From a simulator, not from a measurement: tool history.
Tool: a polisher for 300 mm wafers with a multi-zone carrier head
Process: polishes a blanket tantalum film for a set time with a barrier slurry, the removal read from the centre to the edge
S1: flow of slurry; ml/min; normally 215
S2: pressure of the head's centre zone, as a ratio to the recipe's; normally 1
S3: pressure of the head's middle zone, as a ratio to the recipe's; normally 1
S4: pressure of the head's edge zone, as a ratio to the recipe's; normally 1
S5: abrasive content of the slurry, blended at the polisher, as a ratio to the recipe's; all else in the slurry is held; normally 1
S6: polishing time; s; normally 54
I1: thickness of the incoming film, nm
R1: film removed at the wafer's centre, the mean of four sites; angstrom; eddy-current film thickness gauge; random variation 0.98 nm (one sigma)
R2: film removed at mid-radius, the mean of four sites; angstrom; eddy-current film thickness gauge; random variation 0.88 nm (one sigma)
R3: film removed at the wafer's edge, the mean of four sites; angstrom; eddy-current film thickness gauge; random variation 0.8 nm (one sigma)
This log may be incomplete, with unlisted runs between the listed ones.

| run | hour | S1 | S2 | S3 | S4 | S5 | S6 | I1 | R1 | R2 | R3 |
|---|---|---|---|---|---|---|---|---|---|---|---|
| 1 | 0 | 215 | 1 | 1 | 1 | 1 | 54 | 186.8 | 702 | 700 | 717 |
|  | 43.1 | worn pad replaced by a new one |
| 2 | 78.3 | 215 | 1 | 1 | 1 | 1 | 54 | 187.5 | 662 | 666 | 681 |
|  | 116.3 | centre zone pressure recalibrated |
| 3 | 132.6 | 215 | 1 | 1 | 1 | 1 | 54 | 191 | 647 | 649 | 669 |
|  | 162.8 | slurry nozzle cleaned |
| 4 | 175.1 | 215 | 1 | 1 | 1 | 1 | 54 | 188.1 | 641 | 650 | 658 |
|  | 205.1 | edge zone pressure recalibrated |
| 5 | 216.8 | 215 | 1 | 1 | 1 | 1 | 63 | 190.4 | 750 | 753 | 753 |
| 6 | 313.8 | 215 | 1 | 1 | 1 | 1 | 63 | 189.8 | 745 | 739 | 747 |
| 7 | 353.4 | 215 | 1 | 1 | 1 | 1 | 63 | 191.9 | 734 | 738 | 769 |
|  | 390.7 | worn pad replaced by a new one, repeated, since the last time left the tool worse |
| 8 | 431.9 | 215 | 1.07 | 1 | 1.1 | 0.8 | 54 | 190.9 | 685 | 635 | 688 |
|  | 462.7 | centre zone pressure recalibrated |
| 9 | 527.1 | 215 | 1.09 | 0.91 | 1 | 1 | 54 | 189.9 | 801 | 663 | 717 |
|  | 535.8 | edge zone pressure recalibrated |
| 10 | 602.8 | 215 | 1.07 | 1 | 1 | 0.75 | 69 | 191.7 | 787 | 758 | 757 |
| 11 | 683.8 | 215 | 1.09 | 1 | 1 | 1 | 46 | 188.5 | 643 | 590 | 612 |
| 12 | 747.4 | 215 | 1 | 1 | 0.95 | 1 | 54 | 188 | 690 | 711 | 697 |
| 13 | 792 | 235 | 1.08 | 1 | 1 | 1 | 40 | 190.8 | 565 | 536 | 532 |
|  | 811.6 | worn pad replaced by a new one |
|  | 814.4 | carrier head's membrane replaced by a new one |
|  | 844.1 | centre zone pressure recalibrated |
|  | 862 | slurry nozzle cleaned |
| 14 | 896.5 | 215 | 1.1 | 1 | 1 | 1.1 | 54 | 192.6 | 827 | 768 | 768 |
| 15 | 939.6 | 215 | 1.07 | 1 | 1.1 | 0.8 | 54 | 193.3 | 670 | 639 | 682 |
|  | 944.5 | edge zone pressure recalibrated |
| 16 | 1029 | 275 | 0.89 | 1 | 1 | 1 | 60 | 189.4 | 723 | 801 | 808 |
| 17 | 1088.5 | 190 | 1.04 | 0.89 | 1.09 | 1 | 54 | 191.3 | 719 | 628 | 735 |
| 18 | 1131.1 | 140 | 0.94 | 1.1 | 1 | 1 | 45 | 190.7 | 524 | 612 | 570 |
| 19 | 1195.7 | 215 | 1 | 1 | 1 | 1 | 60 | 186.8 | 782 | 787 | 797 |
|  | 1204.7 | worn pad replaced by a new one |
|  | 1252.4 | centre zone pressure recalibrated |
| 20 | 1292.8 | 215 | 1.07 | 1 | 1 | 0.75 | 69 | 188.6 | 822 | 788 | 782 |
|  | 1337.9 | edge zone pressure recalibrated |
| 21 | 1351.5 | 215 | 1 | 1.05 | 0.94 | 0.75 | 54 | 190.2 | 608 | 608 | 596 |
| 22 | 1394 | 215 | 1 | 1 | 1 | 1 | 54 | 192.3 | 713 | 712 | 729 |

Forecast each of these 3 alternatives for the next run:
| A | 1394.4 | 280 | 1 | 1 | 1 | 1 | 54 | 192.4 | ? | ? | ? |
| B | 1394.4 | 190 | 1.1 | 1 | 1 | 1 | 54 | 192.4 | ? | ? | ? |
| C | 1394.4 | 215 | 0.94 | 1 | 1 | 1 | 54 | 192.4 | ? | ? | ? |

| run | R1 | R2 | R3 |
|---|---|---|---|
| A | 718 | 739 | 733 |
| B | 757 | 710 | 712 |
| C | 656 | 720 | 719 |
With the hidden condition removed and each run's random variation left untouched, the same runs would have given:
| run | R1 | R2 | R3 |
|---|---|---|---|
| A | 754 | 776 | 770 |
| B | 795 | 746 | 748 |
| C | 689 | 757 | 756 |
